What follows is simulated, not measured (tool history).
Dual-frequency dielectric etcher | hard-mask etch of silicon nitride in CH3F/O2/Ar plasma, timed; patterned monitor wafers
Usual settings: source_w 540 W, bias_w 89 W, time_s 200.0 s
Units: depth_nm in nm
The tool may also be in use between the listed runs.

run,hour,source_w,bias_w,time_s,wafers since the last listed run,hours since the last wet clean,hours since the last source power generator calibration,hours since the last bias power generator calibration,hours since the last upper electrode change,hours since the gauge calibration,"read-back reference wafer on the same gauge, depth_nm",depth_nm
1,0.0,540,89,200.0,0,224.8,3276.3,4494.0,4715.9,617.9,180.9,158.5
# hour 2.4: gauge calibrated
2,7.7,540,89,200.0,49,232.5,3284.0,4501.7,4723.6,5.3,181.2,158.7
3,20.3,540,89,200.0,80,245.1,3296.6,4514.3,4736.2,17.9,180.9,158.4
4,36.3,540,89,200.0,101,261.1,3312.6,4530.3,4752.2,33.9,180.9,159.3
5,49.1,540,89,200.0,81,273.9,3325.4,4543.1,4765.0,46.7,180.7,158.8
6,58.4,540,89,200.0,59,283.2,3334.7,4552.4,4774.3,56.0,180.9,159.0
7,68.9,540,89,200.0,66,293.7,3345.2,4562.9,4784.8,66.5,181.2,157.4
8,75.2,500,78,219.5,40,300.0,3351.5,4569.2,4791.1,72.8,180.8,167.5
# hour 93.5: source power generator calibrated
# hour 123.5: upper electrode replaced
# hour 143.0: wet clean of the chamber
9,143.5,500,102,174.5,132,0.5,50.0,4637.5,20.0,141.1,180.7,142.2
10,143.9,640,100,200.0,2,0.9,50.4,4637.9,20.4,141.5,180.8,171.8
11,144.2,540,89,245.5,1,1.2,50.7,4638.2,20.7,141.8,181.1,198.1
12,144.6,580,79,200.0,2,1.6,51.1,4638.6,21.1,142.2,180.7,161.2
13,146.7,610,68,142.0,13,3.7,53.2,4640.7,23.2,144.3,181.1,113.1
14,160.5,480,89,200.0,87,17.5,67.0,4654.5,37.0,158.1,181.1,157.9
# hour 175.9: bias power generator calibrated
15,176.4,540,89,200.0,75,33.4,82.9,0.5,52.9,174.0,181.3,161.2
16,187.8,450,100,173.5,72,44.8,94.3,11.9,64.3,185.4,180.6,138.0
17,205.0,610,89,216.0,109,62.0,111.5,29.1,81.5,202.6,180.8,179.4
18,223.6,490,101,243.5,118,80.6,130.1,47.7,100.1,221.2,180.8,196.3
19,230.8,540,89,200.0,45,87.8,137.3,54.9,107.3,228.4,180.8,160.7
20,238.1,590,78,144.5,46,95.1,144.6,62.2,114.6,235.7,181.1,116.0
21,247.3,490,89,140.5,58,104.3,153.8,71.4,123.8,244.9,181.1,110.4
22,257.6,640,89,200.0,65,114.6,164.1,81.7,134.1,255.2,181.0,167.6

The next listed run, before its measurement:
23,271.4,640,100,200.0,87,128.4,177.9,95.5,147.9,269.0,?,?

read-back reference wafer on the same gauge, depth_nm: 181.1
depth_nm: 171.1 nm
Without the tool's hidden state the same run would have given depth_nm 172.1 nm.

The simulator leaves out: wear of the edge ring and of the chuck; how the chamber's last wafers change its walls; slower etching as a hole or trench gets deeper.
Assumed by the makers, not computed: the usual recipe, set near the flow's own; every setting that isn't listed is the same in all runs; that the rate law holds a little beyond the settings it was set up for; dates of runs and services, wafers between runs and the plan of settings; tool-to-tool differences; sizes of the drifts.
